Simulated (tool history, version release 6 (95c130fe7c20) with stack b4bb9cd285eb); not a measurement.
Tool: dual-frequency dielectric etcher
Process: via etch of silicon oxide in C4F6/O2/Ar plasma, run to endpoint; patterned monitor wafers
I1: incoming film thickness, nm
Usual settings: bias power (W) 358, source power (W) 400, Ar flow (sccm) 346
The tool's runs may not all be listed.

Run 1, hour 0.0: usual settings but source power (W) 470, Ar flow (sccm) 311; I1 126.2. Result: endpoint time (s) 28.6.
Run 2, hour 9.6: usual settings but source power (W) 470, Ar flow (sccm) 311; I1 124.5. Result: endpoint time (s) 28.2.
Run 3, hour 23.0: usual settings but bias power (W) 379; I1 124.8. Result: endpoint time (s) 29.1.
Run 4, hour 37.4: usual settings but bias power (W) 379; I1 124.0. Result: endpoint time (s) 29.0.
At hour 66.2: wet clean of the chamber.
Run 5, hour 66.7: usual settings; I1 125.3. Result: endpoint time (s) 32.0.
Run 6, hour 69.2: usual settings but source power (W) 330; I1 124.7. Result: endpoint time (s) 33.5.
Run 7, hour 78.4: usual settings but source power (W) 330; I1 125.3. Result: endpoint time (s) 33.2.
Run 8, hour 91.3: usual settings but source power (W) 320; I1 125.0. Result: endpoint time (s) 33.7.
At hour 105.5: source power generator calibrated.
Run 9, hour 106.0: usual settings but Ar flow (sccm) 265; I1 125.2. Result: endpoint time (s) 30.6.
Run 10, hour 122.6: usual settings but bias power (W) 440, source power (W) 480; I1 125.3. Result: endpoint time (s) 27.3.
Run 11, hour 138.5: usual settings; I1 125.1. Result: endpoint time (s) 31.4.
Run 12, hour 145.0: usual settings but Ar flow (sccm) 276; I1 125.0. Result: endpoint time (s) 30.7.
Run 13, hour 159.4: usual settings; I1 125.8. Result: endpoint time (s) 32.2.
Run 14, hour 185.7: usual settings but bias power (W) 290, source power (W) 320, Ar flow (sccm) 267; I1 124.6. Result: endpoint time (s) 35.8.
Run 15, hour 196.2: usual settings but bias power (W) 436; I1 125.3. Result: endpoint time (s) 28.3.
Run 16, hour 208.0: usual settings but bias power (W) 290, source power (W) 320, Ar flow (sccm) 267; I1 126.2. Result: endpoint time (s) 36.2.
Run 17, hour 225.9: usual settings but bias power (W) 270, source power (W) 310, Ar flow (sccm) 370; I1 125.1. Result: endpoint time (s) 38.7.
At hour 234.7: bias power generator calibrated.
At hour 243.3: Ar flow controller replaced.
Run 18, hour 243.8: usual settings but source power (W) 430, Ar flow (sccm) 324; I1 124.5. Result: endpoint time (s) 30.2.
Run 19, hour 254.8: usual settings but source power (W) 440, Ar flow (sccm) 412; I1 124.5. Result: endpoint time (s) 31.4.
Run 20, hour 269.6: usual settings but bias power (W) 294, source power (W) 490, Ar flow (sccm) 410; I1 125.0. Result: endpoint time (s) 33.7.
Run 21, hour 284.3: usual settings but bias power (W) 335, source power (W) 350, Ar flow (sccm) 386; I1 123.8. Result: endpoint time (s) 33.7.
Run 22, hour 295.6: usual settings but source power (W) 430, Ar flow (sccm) 385; I1 124.3. Result: endpoint time (s) 30.4.
Run 23, hour 302.4: usual settings but source power (W) 470, Ar flow (sccm) 311; I1 125.1. Result: endpoint time (s) 29.6.
Run 24, hour 310.2: usual settings but bias power (W) 292, source power (W) 490, Ar flow (sccm) 311; I1 126.4. Result: endpoint time (s) 32.9.
Run 25, hour 319.6: usual settings; I1 125.8. Result: endpoint time (s) 31.2.
Run 26, hour 332.7: usual settings but source power (W) 470, Ar flow (sccm) 311; I1 124.9. Result: endpoint time (s) 29.3.
Run 27, hour 341.8: usual settings; I1 125.2. Result: endpoint time (s) 31.1.
Run 28, hour 355.1: usual settings but source power (W) 340, Ar flow (sccm) 407; I1 123.7. Result: endpoint time (s) 32.6.
Run 29, hour 371.7: usual settings; I1 123.0. Result: endpoint time (s) 30.6.

Some steps in endpoint time (s) between neighbouring runs. How much of each would the tool show without its hidden state too (settings, what came in, random variation), and how much is left for the hidden state, with any gauge scatter that isn't in both results?
The hidden state here: etch rate over this chamber's usual, %; bias power that arrives over what is set, %; source power that arrives over what is set, %; Ar flow that arrives over what is set, %.
Run 2 -> 3: bias power (W) 358 -> 379, source power (W) 470 -> 400, Ar flow (sccm) 311 -> 346. endpoint time (s) +0.9: hidden state -0.2, all else +1.1.
Run 4 -> 5: bias power (W) 379 -> 358, wet clean of the chamber. endpoint time (s) +3.0: hidden state +1.8, all else +1.2.
Run 15 -> 16: bias power (W) 436 -> 290, source power (W) 400 -> 320, Ar flow (sccm) 346 -> 267. endpoint time (s) +7.9: hidden state -0.1, all else +8.0.
Run 17 -> 18: bias power (W) 270 -> 358, source power (W) 310 -> 430, Ar flow (sccm) 370 -> 324, bias power generator calibrated, Ar flow controller replaced. endpoint time (s) -8.5: hidden state +0.1, all else -8.6.
